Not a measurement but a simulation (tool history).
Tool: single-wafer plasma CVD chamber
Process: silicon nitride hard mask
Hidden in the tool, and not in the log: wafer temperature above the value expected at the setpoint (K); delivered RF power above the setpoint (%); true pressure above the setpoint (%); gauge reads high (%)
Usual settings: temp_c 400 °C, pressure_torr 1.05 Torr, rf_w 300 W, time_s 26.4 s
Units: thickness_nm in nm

| run | hour | temp_c | pressure_torr | rf_w | time_s | wafers since the last listed run | hours since the last thermocouple change | hours since the last RF generator calibration | hours since the last manometer calibration | hours since the showerhead was replaced | hours since the gauge calibration | read-back reference wafer on the same gauge, thickness_nm | thickness_nm |
|---|---|---|---|---|---|---|---|---|---|---|---|---|---|
| 1 | 0.0 | 400 | 1.05 | 300 | 25.2 | 0 | 2449.0 | 481.4 | 256.0 | 6769.0 | 827.0 | 21.487 | 23.790 |
| 2 | 36.1 | 400 | 1.05 | 300 | 25.2 | 1039 | 2485.1 | 517.5 | 292.1 | 6805.1 | 863.1 | 21.505 | 23.870 |
| 3 | 68.4 | 400 | 1.05 | 285 | 26.4 | 930 | 2517.4 | 549.8 | 324.4 | 6837.4 | 895.4 | 21.522 | 23.696 |
| 4 | 98.1 | 400 | 1.05 | 285 | 26.4 | 855 | 2547.1 | 579.5 | 354.1 | 6867.1 | 925.1 | 21.486 | 23.810 |
| 5 | 122.7 | 400 | 1.05 | 285 | 26.4 | 708 | 2571.7 | 604.1 | 378.7 | 6891.7 | 949.7 | 21.492 | 23.922 |
| 6 | 177.1 | 400 | 1.05 | 320 | 29.0 | 1566 | 2626.1 | 658.5 | 433.1 | 6946.1 | 1004.1 | 21.481 | 28.919 |
| 7 | 218.4 | 400 | 1.05 | 320 | 29.0 | 1189 | 2667.4 | 699.8 | 474.4 | 6987.4 | 1045.4 | 21.513 | 28.810 |
| 8 | 272.1 | 400 | 1.05 | 255 | 26.4 | 1546 | 2721.1 | 753.5 | 528.1 | 7041.1 | 1099.1 | 21.496 | 21.207 |
| 9 | 339.3 | 400 | 0.88 | 300 | 26.4 | 1934 | 2788.3 | 820.7 | 595.3 | 7108.3 | 1166.3 | 21.507 | 23.359 |
| 10 | 410.6 | 400 | 0.88 | 300 | 26.4 | 2052 | 2859.6 | 892.0 | 666.6 | 7179.6 | 1237.6 | 21.517 | 23.403 |
|  | 452.8 | gauge calibrated |
| 11 | 459.6 | 400 | 0.88 | 300 | 26.4 | 1410 | 2908.6 | 941.0 | 715.6 | 7228.6 | 6.8 | 21.519 | 23.382 |
| 12 | 496.9 | 400 | 1.05 | 320 | 26.4 | 1074 | 2945.9 | 978.3 | 752.9 | 7265.9 | 44.1 | 21.503 | 26.254 |
| 13 | 548.0 | 400 | 1.22 | 300 | 26.4 | 1471 | 2997.0 | 1029.4 | 804.0 | 7317.0 | 95.2 | 21.499 | 25.991 |
| 14 | 586.3 | 408 | 0.90 | 320 | 26.4 | 1102 | 3035.3 | 1067.7 | 842.3 | 7355.3 | 133.5 | 21.499 | 24.823 |
| 15 | 630.6 | 390 | 1.05 | 300 | 26.4 | 1275 | 3079.6 | 1112.0 | 886.6 | 7399.6 | 177.8 | 21.499 | 24.761 |
| 16 | 666.9 | 400 | 0.82 | 300 | 26.4 | 1045 | 3115.9 | 1148.3 | 922.9 | 7435.9 | 214.1 | 21.514 | 22.865 |
|  | 687.0 | thermocouple changed; heater temperature recalibrated |
| 17 | 718.2 | 390 | 1.05 | 300 | 26.4 | 1246 | 31.2 | 1199.6 | 974.2 | 7487.2 | 265.4 | 21.516 | 24.820 |
| 18 | 782.2 | 400 | 1.05 | 300 | 26.4 | 1842 | 95.2 | 1263.6 | 1038.2 | 7551.2 | 329.4 | 21.504 | 24.581 |
| 19 | 812.5 | 400 | 1.05 | 300 | 31.1 | 872 | 125.5 | 1293.9 | 1068.5 | 7581.5 | 359.7 | 21.504 | 28.931 |
| 20 | 840.8 | 400 | 1.05 | 280 | 26.4 | 814 | 153.8 | 1322.2 | 1096.8 | 7609.8 | 388.0 | 21.496 | 23.038 |
|  | 887.2 | capacitance manometer re-zeroed and calibrated |
|  | 913.8 | showerhead replaced, of another model than before |
| 21 | 914.3 | 400 | 1.05 | 300 | 26.4 | 1655 | 227.3 | 1395.7 | 27.1 | 0.5 | 461.5 | 21.501 | 25.147 |
|  | 940.2 | RF generator calibrated |
| 22 | 947.4 | 404 | 1.19 | 300 | 26.4 | 722 | 260.4 | 7.2 | 60.2 | 33.6 | 494.6 | 21.487 | 25.576 |
| 23 | 1160.6 | 400 | 1.05 | 255 | 26.4 | 6138 | 473.6 | 220.4 | 273.4 | 246.8 | 707.8 | 21.515 | 22.364 |
| 24 | 1219.9 | 386 | 0.86 | 255 | 31.2 | 1707 | 532.9 | 279.7 | 332.7 | 306.1 | 767.1 | 21.490 | 25.661 |

The tool's hidden state at each run:
wafer temperature above the value expected at the setpoint (K): 0 in every run
delivered RF power above the setpoint (%): 0 in every run
gauge reads high (%): 0 in every run
H1: true pressure above the setpoint (%)
| run | H1 |
|---|---|
| 1 | -1.82 |
| 2 | -2.01 |
| 3 | -2.19 |
| 4 | -2.35 |
| 5 | -2.49 |
| 6 | -2.78 |
| 7 | -3.01 |
| 8 | -3.3 |
| 9 | -3.67 |
| 10 | -4.05 |
| 11 | -4.32 |
| 12 | -4.52 |
| 13 | -4.8 |
| 14 | -5.01 |
| 15 | -5.25 |
| 16 | -5.45 |
| 17 | -5.73 |
| 18 | -6.08 |
| 19 | -6.24 |
| 20 | -6.4 |
| 21 | -0.0639 |
| 22 | -0.244 |
| 23 | -1.41 |
| 24 | -1.73 |
